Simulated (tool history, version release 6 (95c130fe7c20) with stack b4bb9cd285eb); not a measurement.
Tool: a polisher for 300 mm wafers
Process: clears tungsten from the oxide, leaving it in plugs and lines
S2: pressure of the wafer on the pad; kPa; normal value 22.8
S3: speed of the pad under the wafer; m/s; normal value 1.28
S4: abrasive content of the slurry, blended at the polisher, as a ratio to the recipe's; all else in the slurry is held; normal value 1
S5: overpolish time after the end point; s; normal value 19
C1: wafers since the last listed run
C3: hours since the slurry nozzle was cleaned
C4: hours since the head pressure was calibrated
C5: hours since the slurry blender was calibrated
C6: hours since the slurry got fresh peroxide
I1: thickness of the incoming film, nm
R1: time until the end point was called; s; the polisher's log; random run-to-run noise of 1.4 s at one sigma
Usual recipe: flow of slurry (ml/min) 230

{"run": 1, "hour": 0.0, "flow of slurry (ml/min)": 230, "S2": 22.8, "S3": 1.28, "S4": 1, "S5": 19, "C1": 0, "wafers polished on this pad": 706, "C3": 0.3, "C4": 746.6, "C5": 430.5, "C6": 154.6, "I1": 337.9, "R1": 71.8}
{"hour": 14.5, "done": "slurry tank refilled with fresh slurry and peroxide"}
{"run": 2, "hour": 15.8, "flow of slurry (ml/min)": 230, "S2": 22.8, "S3": 1.28, "S4": 1, "S5": 19, "C1": 147, "wafers polished on this pad": 853, "C3": 16.1, "C4": 762.4, "C5": 446.3, "C6": 1.3, "I1": 345.1, "R1": 73.9}
{"run": 3, "hour": 31.6, "flow of slurry (ml/min)": 230, "S2": 20, "S3": 1.28, "S4": 1, "S5": 19, "C1": 157, "wafers polished on this pad": 1010, "C3": 31.9, "C4": 778.2, "C5": 462.1, "C6": 17.1, "I1": 340.4, "R1": 82.9}
{"hour": 57.4, "done": "slurry blender recalibrated"}
{"run": 4, "hour": 60.8, "flow of slurry (ml/min)": 230, "S2": 20, "S3": 1.28, "S4": 1, "S5": 19, "C1": 270, "wafers polished on this pad": 1280, "C3": 61.1, "C4": 807.4, "C5": 3.4, "C6": 46.3, "I1": 338.3, "R1": 82.6}
{"hour": 86.0, "done": "worn pad replaced by a new one"}
{"run": 5, "hour": 86.6, "flow of slurry (ml/min)": 230, "S2": 20, "S3": 1.28, "S4": 1, "S5": 19, "C1": 216, "wafers polished on this pad": 6, "C3": 86.9, "C4": 833.2, "C5": 29.2, "C6": 72.1, "I1": 336.5, "R1": 79.7}
{"run": 6, "hour": 120.2, "flow of slurry (ml/min)": 230, "S2": 22.8, "S3": 1.28, "S4": 1, "S5": 19, "C1": 333, "wafers polished on this pad": 340, "C3": 120.5, "C4": 866.8, "C5": 62.8, "C6": 105.7, "I1": 341.4, "R1": 74.5}
{"run": 7, "hour": 143.9, "flow of slurry (ml/min)": 230, "S2": 22.8, "S3": 1.28, "S4": 1, "S5": 14, "C1": 235, "wafers polished on this pad": 575, "C3": 144.2, "C4": 890.5, "C5": 86.5, "C6": 129.4, "I1": 341.6, "R1": 77.2}
{"run": 8, "hour": 160.2, "flow of slurry (ml/min)": 260, "S2": 22.8, "S3": 1.28, "S4": 1, "S5": 19, "C1": 162, "wafers polished on this pad": 737, "C3": 160.5, "C4": 906.8, "C5": 102.8, "C6": 145.7, "I1": 340.6, "R1": 73}
{"run": 9, "hour": 178.1, "flow of slurry (ml/min)": 260, "S2": 22.8, "S3": 1.28, "S4": 1, "S5": 19, "C1": 177, "wafers polished on this pad": 915, "C3": 178.4, "C4": 924.7, "C5": 120.7, "C6": 163.6, "I1": 347.3, "R1": 74.3}
{"hour": 194.1, "done": "slurry tank refilled with fresh slurry and peroxide"}
{"hour": 264.0, "done": "worn pad replaced by a new one"}
{"run": 10, "hour": 271.4, "flow of slurry (ml/min)": 170, "S2": 29, "S3": 1.28, "S4": 1, "S5": 19, "C1": 877, "wafers polished on this pad": 73, "C3": 271.7, "C4": 1018, "C5": 214, "C6": 77.3, "I1": 336.1, "R1": 59.1}
{"run": 11, "hour": 296.1, "flow of slurry (ml/min)": 170, "S2": 29, "S3": 1.28, "S4": 1, "S5": 19, "C1": 245, "wafers polished on this pad": 319, "C3": 296.4, "C4": 1042.7, "C5": 238.7, "C6": 102, "I1": 346.2, "R1": 61.9}
{"run": 12, "hour": 320.1, "flow of slurry (ml/min)": 170, "S2": 29, "S3": 1.28, "S4": 1, "S5": 19, "C1": 238, "wafers polished on this pad": 557, "C3": 320.4, "C4": 1066.7, "C5": 262.7, "C6": 126, "I1": 336, "R1": 61.1}
{"run": 13, "hour": 347.4, "flow of slurry (ml/min)": 230, "S2": 22.8, "S3": 1.28, "S4": 1, "S5": 19, "C1": 271, "wafers polished on this pad": 828, "C3": 347.7, "C4": 1094, "C5": 290, "C6": 153.3, "I1": 338.6, "R1": 73.1}
{"hour": 384.6, "done": "slurry tank refilled with fresh slurry and peroxide"}
{"run": 14, "hour": 419.6, "flow of slurry (ml/min)": 300, "S2": 18.6, "S3": 1.28, "S4": 1, "S5": 19, "C1": 707, "wafers polished on this pad": 1536, "C3": 419.9, "C4": 1166.2, "C5": 362.2, "C6": 35, "I1": 343.8, "R1": 89.2}
{"hour": 423.8, "done": "worn pad replaced by a new one"}
{"run": 15, "hour": 432.8, "flow of slurry (ml/min)": 230, "S2": 22.8, "S3": 1.46, "S4": 1, "S5": 26, "C1": 91, "wafers polished on this pad": 89, "C3": 433.1, "C4": 1179.4, "C5": 375.4, "C6": 48.2, "I1": 336, "R1": 64.5}
{"run": 16, "hour": 454.9, "flow of slurry (ml/min)": 230, "S2": 22.8, "S3": 1.28, "S4": 1, "S5": 19, "C1": 219, "wafers polished on this pad": 309, "C3": 455.2, "C4": 1201.5, "C5": 397.5, "C6": 70.3, "I1": 344.6, "R1": 75.3}
{"hour": 474.7, "done": "slurry nozzle cleaned"}
{"run": 17, "hour": 483.4, "flow of slurry (ml/min)": 230, "S2": 22.8, "S3": 1.4, "S4": 0.8, "S5": 19, "C1": 273, "wafers polished on this pad": 582, "C3": 8.7, "C4": 1230, "C5": 426, "C6": 98.8, "I1": 333.5, "R1": 70.8}
{"hour": 524.1, "done": "slurry blender recalibrated"}
{"hour": 544.5, "done": "slurry tank refilled with fresh slurry and peroxide"}
{"run": 18, "hour": 552.0, "flow of slurry (ml/min)": 305, "S2": 22.8, "S3": 1.48, "S4": 1.3, "S5": 10, "C1": 652, "wafers polished on this pad": 1234, "C3": 77.3, "C4": 1298.6, "C5": 27.9, "C6": 7.5, "I1": 342.6, "R1": 59.5}
{"hour": 573.6, "done": "worn pad replaced by a new one"}
{"run": 19, "hour": 574.1, "flow of slurry (ml/min)": 160, "S2": 28.3, "S3": 1.08, "S4": 1, "S5": 19, "C1": 179, "wafers polished on this pad": 4, "C3": 99.4, "C4": 1320.7, "C5": 50, "C6": 29.6, "I1": 345, "R1": 74.5}
{"hour": 596.2, "done": "head pressure recalibrated"}
{"run": 20, "hour": 601.9, "flow of slurry (ml/min)": 265, "S2": 17.2, "S3": 1.12, "S4": 1, "S5": 19, "C1": 256, "wafers polished on this pad": 261, "C3": 127.2, "C4": 5.7, "C5": 77.8, "C6": 57.4, "I1": 335.3, "R1": 107.1}
{"run": 21, "hour": 651.7, "flow of slurry (ml/min)": 230, "S2": 22.8, "S3": 0.96, "S4": 1, "S5": 15, "C1": 494, "wafers polished on this pad": 756, "C3": 177, "C4": 55.5, "C5": 127.6, "C6": 107.2, "I1": 338.5, "R1": 98.2}
{"run": 22, "hour": 670.6, "flow of slurry (ml/min)": 230, "S2": 22.8, "S3": 1.28, "S4": 1, "S5": 19, "C1": 187, "wafers polished on this pad": 944, "C3": 195.9, "C4": 74.4, "C5": 146.5, "C6": 126.1, "I1": 343, "R1": 75.3}
{"run": 23, "hour": 701.8, "flow of slurry (ml/min)": 230, "S2": 22.8, "S3": 1.28, "S4": 1, "S5": 19, "C1": 310, "wafers polished on this pad": 1254, "C3": 227.1, "C4": 105.6, "C5": 177.7, "C6": 157.3, "I1": 339.7, "R1": 74.5}
{"run": 24, "hour": 724.9, "flow of slurry (ml/min)": 230, "S2": 15.2, "S3": 1.68, "S4": 1.15, "S5": 30, "C1": 229, "wafers polished on this pad": 1483, "C3": 250.2, "C4": 128.7, "C5": 200.8, "C6": 180.4, "I1": 338.7, "R1": 79.5}
{"hour": 728.5, "done": "slurry tank refilled with fresh slurry and peroxide"}
{"hour": 739.6, "done": "worn pad replaced by a new one"}
{"run": 25, "hour": 755.2, "flow of slurry (ml/min)": 230, "S2": 22.8, "S3": 1.28, "S4": 1, "S5": 19, "C1": 251, "wafers polished on this pad": 155, "C3": 280.5, "C4": 159, "C5": 231.1, "C6": 26.7, "I1": 339.8, "R1": 71.3}
{"run": 26, "hour": 781.5, "flow of slurry (ml/min)": 280, "S2": 22.8, "S3": 1.28, "S4": 0.85, "S5": 19, "C1": 261, "wafers polished on this pad": 416, "C3": 306.8, "C4": 185.3, "C5": 257.4, "C6": 53, "I1": 347.2, "R1": 77.3}

Consider 4 possible next runs. They are alternatives, not a sequence: every one starts from the tool as it was left by run 26. What does each give?
{"run": "A", "hour": 781.9, "flow of slurry (ml/min)": 230, "S2": 29.6, "S3": 1.28, "S4": 1, "S5": 19, "C1": 3, "wafers polished on this pad": 420, "C3": 307.2, "C4": 185.7, "C5": 257.8, "C6": 53.4, "I1": 337.6, "R1": "?"}
{"run": "B", "hour": 781.9, "flow of slurry (ml/min)": 250, "S2": 22.8, "S3": 0.98, "S4": 1.15, "S5": 19, "C1": 3, "wafers polished on this pad": 420, "C3": 307.2, "C4": 185.7, "C5": 257.8, "C6": 53.4, "I1": 337.6, "R1": "?"}
{"run": "C", "hour": 781.9, "flow of slurry (ml/min)": 230, "S2": 22.8, "S3": 1.28, "S4": 1, "S5": 10, "C1": 3, "wafers polished on this pad": 420, "C3": 307.2, "C4": 185.7, "C5": 257.8, "C6": 53.4, "I1": 337.6, "R1": "?"}
{"run": "D", "hour": 781.9, "flow of slurry (ml/min)": 230, "S2": 22.8, "S3": 1.28, "S4": 0.9, "S5": 15, "C1": 3, "wafers polished on this pad": 420, "C3": 307.2, "C4": 185.7, "C5": 257.8, "C6": 53.4, "I1": 337.6, "R1": "?"}

run=A R1=58.5
run=B R1=93.9
run=C R1=74.9
run=D R1=76.9
With no hidden state in the tool, these same runs would have given:
run=A R1=58.5
run=B R1=93.9
run=C R1=74.9
run=D R1=76.9
